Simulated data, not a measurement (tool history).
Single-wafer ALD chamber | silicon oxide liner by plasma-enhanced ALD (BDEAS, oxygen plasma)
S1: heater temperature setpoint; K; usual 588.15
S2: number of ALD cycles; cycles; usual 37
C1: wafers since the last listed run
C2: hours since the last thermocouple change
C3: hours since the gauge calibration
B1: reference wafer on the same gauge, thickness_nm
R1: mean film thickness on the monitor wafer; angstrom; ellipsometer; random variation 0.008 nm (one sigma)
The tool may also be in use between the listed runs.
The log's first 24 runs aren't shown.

Run 25, hour 589.2: usual settings but S2 44 cycles; C1 243; C2 106.8; C3 924.4; B1 2.545. Result: R1 37.76 angstrom.
Run 26, hour 605.5: usual settings but S1 592.15 K, S2 44 cycles; C1 185; C2 123.1; C3 940.7; B1 2.542. Result: R1 37.39 angstrom.
Run 27, hour 626.0: usual settings but S1 584.15 K, S2 39 cycles; C1 233; C2 143.6; C3 961.2; B1 2.542. Result: R1 33.52 angstrom.
Run 28, hour 649.3: usual settings; C1 265; C2 166.9; C3 984.5; B1 2.540. Result: R1 31.60 angstrom.
Run 29, hour 668.2: usual settings but S1 594.15 K; C1 214; C2 185.8; C3 1003.4; B1 2.537. Result: R1 31.41 angstrom.
Run 30, hour 729.2: usual settings but S1 600.15 K, S2 43 cycles; C1 693; C2 246.8; C3 1064.4; B1 2.533. Result: R1 36.04 angstrom.
Run 31, hour 741.3: usual settings but S1 602.15 K, S2 43 cycles; C1 137; C2 258.9; C3 1076.5; B1 2.532. Result: R1 35.89 angstrom.
Run 32, hour 814.4: usual settings; C1 831; C2 332.0; C3 1149.6; B1 2.526. Result: R1 31.52 angstrom.
Run 33, hour 828.6: usual settings; C1 161; C2 346.2; C3 1163.8; B1 2.524. Result: R1 31.66 angstrom.
At hour 871.0: gauge calibrated.
Run 34, hour 886.1: usual settings but S1 596.15 K, S2 32 cycles; C1 654; C2 403.7; C3 15.1; B1 2.575. Result: R1 27.41 angstrom.
Run 35, hour 908.2: usual settings but S1 574.15 K; C1 251; C2 425.8; C3 37.2; B1 2.577. Result: R1 32.88 angstrom.
Run 36, hour 942.6: usual settings; C1 391; C2 460.2; C3 71.6; B1 2.577. Result: R1 32.10 angstrom.
Run 37, hour 960.4: usual settings but S1 597.15 K, S2 33 cycles; C1 202; C2 478.0; C3 89.4; B1 2.576. Result: R1 28.32 angstrom.
Run 38, hour 981.0: usual settings; C1 234; C2 498.6; C3 110.0; B1 2.576. Result: R1 31.91 angstrom.
Run 39, hour 997.0: usual settings but S1 583.15 K, S2 42 cycles; C1 182; C2 514.6; C3 126.0; B1 2.577. Result: R1 36.86 angstrom.
Run 40, hour 1019.8: usual settings; C1 259; C2 537.4; C3 148.8; B1 2.575. Result: R1 31.99 angstrom.
Run 41, hour 1037.8: usual settings but S1 593.15 K, S2 41 cycles; C1 204; C2 555.4; C3 166.8; B1 2.577. Result: R1 35.32 angstrom.
Run 42, hour 1091.1: usual settings but S1 598.15 K, S2 35 cycles; C1 606; C2 608.7; C3 220.1; B1 2.575. Result: R1 29.93 angstrom.
Run 43, hour 1121.6: usual settings but S1 602.15 K, S2 31 cycles; C1 346; C2 639.2; C3 250.6; B1 2.574. Result: R1 26.27 angstrom.
Run 44, hour 1157.0: usual settings; C1 402; C2 674.6; C3 286.0; B1 2.574. Result: R1 32.07 angstrom.
Run 45, hour 1186.2: usual settings; C1 332; C2 703.8; C3 315.2; B1 2.575. Result: R1 31.94 angstrom.

4 ways to go on from here, each from the tool as it stands after run 45. What would each give?
Run A, hour 1186.7: usual settings; C1 5; C2 704.3; C3 315.7; B1 ?. Result: R1 ?.
Run B, hour 1186.7: usual settings but S1 593.15 K, S2 34 cycles; C1 5; C2 704.3; C3 315.7; B1 ?. Result: R1 ?.
Run C, hour 1186.7: usual settings but S1 584.15 K, S2 40 cycles; C1 5; C2 704.3; C3 315.7; B1 ?. Result: R1 ?.
Run D, hour 1186.7: usual settings but S1 582.15 K; C1 5; C2 704.3; C3 315.7; B1 ?. Result: R1 ?.

run     B1     R1
  A  2.575  32.16
  B  2.575  29.31
  C  2.575  34.99
  D  2.575  32.48
Without the tool's hidden state the same runs would have given:
run     R1
  A  32.11
  B  29.27
  C  34.94
  D  32.43
